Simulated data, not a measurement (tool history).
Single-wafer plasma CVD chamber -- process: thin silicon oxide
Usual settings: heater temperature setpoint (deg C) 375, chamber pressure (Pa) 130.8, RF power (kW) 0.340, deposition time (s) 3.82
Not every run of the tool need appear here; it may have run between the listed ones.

| run | hour | heater temperature setpoint (deg C) | chamber pressure (Pa) | RF power (kW) | deposition time (s) | read-back reference wafer on the same gauge, thickness_nm | mean film thickness on the monitor wafer (angstrom) |
|---|---|---|---|---|---|---|---|
| 1 | 0.0 | 375 | 130.8 | 0.340 | 3.82 | 9.753 | 88.11 |
| 2 | 70.3 | 375 | 130.8 | 0.340 | 3.82 | 9.744 | 88.17 |
|  | 100.9 | gauge calibrated |
| 3 | 130.6 | 375 | 130.8 | 0.340 | 3.82 | 9.752 | 87.71 |
| 4 | 190.7 | 362 | 130.8 | 0.315 | 3.57 | 9.761 | 81.09 |
| 5 | 247.0 | 375 | 130.8 | 0.340 | 3.82 | 9.750 | 88.09 |
| 6 | 274.5 | 384 | 105.6 | 0.340 | 3.16 | 9.757 | 64.28 |
|  | 308.8 | RF generator calibrated |
| 7 | 317.6 | 388 | 111.9 | 0.340 | 3.82 | 9.762 | 80.05 |
| 8 | 359.7 | 375 | 130.8 | 0.340 | 3.82 | 9.735 | 87.80 |
|  | 377.2 | capacitance manometer re-zeroed and calibrated |
| 9 | 459.5 | 375 | 114.3 | 0.340 | 3.82 | 9.728 | 79.41 |
| 10 | 485.0 | 362 | 130.8 | 0.370 | 4.11 | 9.753 | 95.29 |
| 11 | 519.0 | 375 | 130.8 | 0.340 | 3.82 | 9.746 | 85.48 |
|  | 577.9 | thermocouple changed; heater temperature recalibrated |
| 12 | 587.3 | 368 | 146.1 | 0.400 | 3.82 | 9.754 | 96.01 |
| 13 | 658.8 | 375 | 130.8 | 0.340 | 3.82 | 9.750 | 85.85 |
| 14 | 715.8 | 375 | 130.8 | 0.340 | 3.82 | 9.756 | 85.44 |
|  | 796.6 | capacitance manometer re-zeroed and calibrated, repeated, since the last time left the tool worse |
| 15 | 824.2 | 362 | 130.8 | 0.275 | 4.21 | 9.754 | 92.99 |
| 16 | 848.3 | 375 | 159.5 | 0.285 | 3.82 | 9.769 | 93.04 |
| 17 | 894.9 | 362 | 130.8 | 0.370 | 4.11 | 9.733 | 98.80 |
| 18 | 936.4 | 387 | 144.8 | 0.290 | 3.82 | 9.751 | 88.54 |
| 19 | 978.3 | 375 | 130.8 | 0.340 | 3.82 | 9.744 | 89.85 |
| 20 | 1023.5 | 375 | 130.8 | 0.395 | 3.82 | 9.748 | 92.98 |
| 21 | 1066.0 | 382 | 108.9 | 0.405 | 3.28 | 9.770 | 72.00 |
| 22 | 1122.9 | 368 | 146.1 | 0.400 | 3.82 | 9.759 | 97.79 |
| 23 | 1162.8 | 375 | 130.8 | 0.340 | 3.82 | 9.748 | 88.96 |
| 24 | 1218.0 | 375 | 130.8 | 0.385 | 3.82 | 9.757 | 92.08 |
| 25 | 1299.7 | 388 | 102.1 | 0.320 | 3.29 | 9.746 | 64.75 |
| 26 | 1324.2 | 375 | 130.8 | 0.340 | 3.82 | 9.751 | 88.61 |
| 27 | 1394.4 | 367 | 130.8 | 0.300 | 3.43 | 9.728 | 76.87 |
| 28 | 1462.2 | 384 | 101.1 | 0.400 | 3.82 | 9.747 | 79.22 |

4 ways to go on from here, each from the tool as it stands after run 28. What would each give?
| A | 1462.6 | 375 | 130.8 | 0.340 | 3.82 | ? | ? |
| B | 1462.6 | 375 | 158.0 | 0.340 | 3.82 | ? | ? |
| C | 1462.6 | 367 | 117.9 | 0.360 | 4.33 | ? | ? |
| D | 1462.6 | 368 | 110.3 | 0.340 | 3.82 | ? | ? |

| run | read-back reference wafer on the same gauge, thickness_nm | mean film thickness on the monitor wafer (angstrom) |
|---|---|---|
| A | 9.738 | 88.14 |
| B | 9.738 | 96.62 |
| C | 9.738 | 96.14 |
| D | 9.738 | 80.35 |
With the hidden condition removed and each run's random variation left untouched, the same runs would have given:
| run | mean film thickness on the monitor wafer (angstrom) |
|---|---|
| A | 89.68 |
| B | 98.03 |
| C | 97.93 |
| D | 81.85 |
